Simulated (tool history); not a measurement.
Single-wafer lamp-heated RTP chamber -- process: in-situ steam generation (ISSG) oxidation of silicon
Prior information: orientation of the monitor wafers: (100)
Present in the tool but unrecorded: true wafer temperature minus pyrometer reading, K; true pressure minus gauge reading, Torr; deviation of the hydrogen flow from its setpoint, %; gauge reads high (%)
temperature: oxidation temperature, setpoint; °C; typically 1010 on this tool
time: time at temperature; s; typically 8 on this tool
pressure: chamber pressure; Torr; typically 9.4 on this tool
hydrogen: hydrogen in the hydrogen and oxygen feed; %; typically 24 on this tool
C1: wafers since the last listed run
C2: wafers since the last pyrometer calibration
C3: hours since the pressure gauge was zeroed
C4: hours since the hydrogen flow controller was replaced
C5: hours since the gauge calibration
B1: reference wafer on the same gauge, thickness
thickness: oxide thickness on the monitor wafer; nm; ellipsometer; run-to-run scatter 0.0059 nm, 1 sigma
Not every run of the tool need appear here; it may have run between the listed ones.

run 1 hour=0.0 | temperature=1010 time=5 pressure=9.4 hydrogen=24 | C1=0 C2=284 C3=2554.3 C4=3516.3 C5=321.8 | B1=3.919 | thickness=3.259
run 2 hour=98.4 | temperature=1010 time=8 pressure=9.4 hydrogen=24 | C1=1079 C2=1364 C3=2652.7 C4=3614.7 C5=420.2 | B1=3.922 | thickness=3.984
run 3 hour=155.4 | temperature=1010 time=8 pressure=9.4 hydrogen=24 | C1=625 C2=1989 C3=2709.7 C4=3671.7 C5=477.2 | B1=3.920 | thickness=3.983
run 4 hour=248.0 | temperature=1010 time=8 pressure=9.4 hydrogen=24 | C1=1016 C2=3006 C3=2802.3 C4=3764.3 C5=569.8 | B1=3.921 | thickness=4.012
-- hour=305.1 pyrometer window cleaned and pyrometer calibrated
run 5 hour=348.6 | temperature=1003 time=8 pressure=9.4 hydrogen=24 | C1=1016 C2=477 C3=2902.9 C4=3864.9 C5=670.4 | B1=3.920 | thickness=3.881
run 6 hour=388.3 | temperature=1003 time=8 pressure=9.4 hydrogen=24 | C1=435 C2=912 C3=2942.6 C4=3904.6 C5=710.1 | B1=3.920 | thickness=3.880
run 7 hour=428.8 | temperature=1003 time=8 pressure=9.4 hydrogen=24 | C1=444 C2=1357 C3=2983.1 C4=3945.1 C5=750.6 | B1=3.920 | thickness=3.892
run 8 hour=471.2 | temperature=1010 time=8 pressure=9.4 hydrogen=19 | C1=465 C2=1822 C3=3025.5 C4=3987.5 C5=793.0 | B1=3.920 | thickness=3.760
run 9 hour=550.9 | temperature=1010 time=8 pressure=9.4 hydrogen=19 | C1=874 C2=2697 C3=3105.2 C4=4067.2 C5=872.7 | B1=3.919 | thickness=3.779
-- hour=620.2 pyrometer window cleaned and pyrometer calibrated
run 10 hour=620.7 | temperature=1010 time=8 pressure=9.4 hydrogen=24 | C1=678 C2=5 C3=3175.0 C4=4137.0 C5=942.5 | B1=3.922 | thickness=3.955
run 11 hour=661.8 | temperature=1010 time=8 pressure=9.4 hydrogen=24 | C1=451 C2=456 C3=3216.1 C4=4178.1 C5=983.6 | B1=3.921 | thickness=3.957
-- hour=676.1 gauge calibrated
run 12 hour=756.2 | temperature=1010 time=8 pressure=9.9 hydrogen=19 | C1=1035 C2=1492 C3=3310.5 C4=4272.5 C5=80.1 | B1=3.919 | thickness=3.715
-- hour=813.9 pressure gauge zeroed
run 13 hour=857.5 | temperature=1010 time=9 pressure=8.7 hydrogen=24 | C1=1023 C2=2516 C3=43.6 C4=4373.8 C5=181.4 | B1=3.919 | thickness=4.259
run 14 hour=910.6 | temperature=1022 time=11 pressure=8.6 hydrogen=27 | C1=582 C2=3099 C3=96.7 C4=4426.9 C5=234.5 | B1=3.920 | thickness=5.045
-- hour=941.4 pyrometer window cleaned and pyrometer calibrated
run 15 hour=994.0 | temperature=1028 time=5 pressure=10.2 hydrogen=30 | C1=827 C2=576 C3=180.1 C4=4510.3 C5=317.9 | B1=3.919 | thickness=3.555
run 16 hour=1030.9 | temperature=1010 time=8 pressure=8.6 hydrogen=24 | C1=404 C2=981 C3=217.0 C4=4547.2 C5=354.8 | B1=3.920 | thickness=4.003
run 17 hour=1104.1 | temperature=1010 time=8 pressure=9.4 hydrogen=24 | C1=803 C2=1785 C3=290.2 C4=4620.4 C5=428.0 | B1=3.921 | thickness=3.984
-- hour=1196.3 hydrogen flow controller replaced
run 18 hour=1207.8 | temperature=1029 time=8 pressure=9.4 hydrogen=28 | C1=1050 C2=2835 C3=393.9 C4=11.5 C5=531.7 | B1=3.921 | thickness=4.450
run 19 hour=1260.2 | temperature=1010 time=8 pressure=10.1 hydrogen=30 | C1=575 C2=3410 C3=446.3 C4=63.9 C5=584.1 | B1=3.920 | thickness=4.171
run 20 hour=1301.5 | temperature=1010 time=6 pressure=8.8 hydrogen=30 | C1=453 C2=3863 C3=487.6 C4=105.2 C5=625.4 | B1=3.921 | thickness=3.838
-- hour=1318.4 pyrometer window cleaned and pyrometer calibrated
run 21 hour=1384.5 | temperature=1010 time=8 pressure=9.4 hydrogen=24 | C1=823 C2=725 C3=570.6 C4=188.2 C5=708.4 | B1=3.919 | thickness=3.962
run 22 hour=1447.2 | temperature=1010 time=8 pressure=9.4 hydrogen=24 | C1=688 C2=1413 C3=633.3 C4=250.9 C5=771.1 | B1=3.920 | thickness=3.989
run 23 hour=1536.7 | temperature=1017 time=5 pressure=9.4 hydrogen=29 | C1=982 C2=2395 C3=722.8 C4=340.4 C5=860.6 | B1=3.920 | thickness=3.534

What the log doesn't show, run by run:
true pressure minus gauge reading, Torr: 0 at every run
deviation of the hydrogen flow from its setpoint, %: 0 at every run
gauge reads high (%): 0 at every run
H1: true wafer temperature minus pyrometer reading, K
run=1 H1=1.33
run=2 H1=3.1
run=3 H1=4.13
run=4 H1=5.79
run=5 H1=1.71
run=6 H1=2.43
run=7 H1=3.15
run=8 H1=3.92
run=9 H1=5.35
run=10 H1=0.609
run=11 H1=1.35
run=12 H1=3.05
run=13 H1=4.87
run=14 H1=5.83
run=15 H1=0.96
run=16 H1=1.63
run=17 H1=2.94
run=18 H1=4.81
run=19 H1=5.76
run=20 H1=6.5
run=21 H1=2.06
run=22 H1=3.18
run=23 H1=4.8
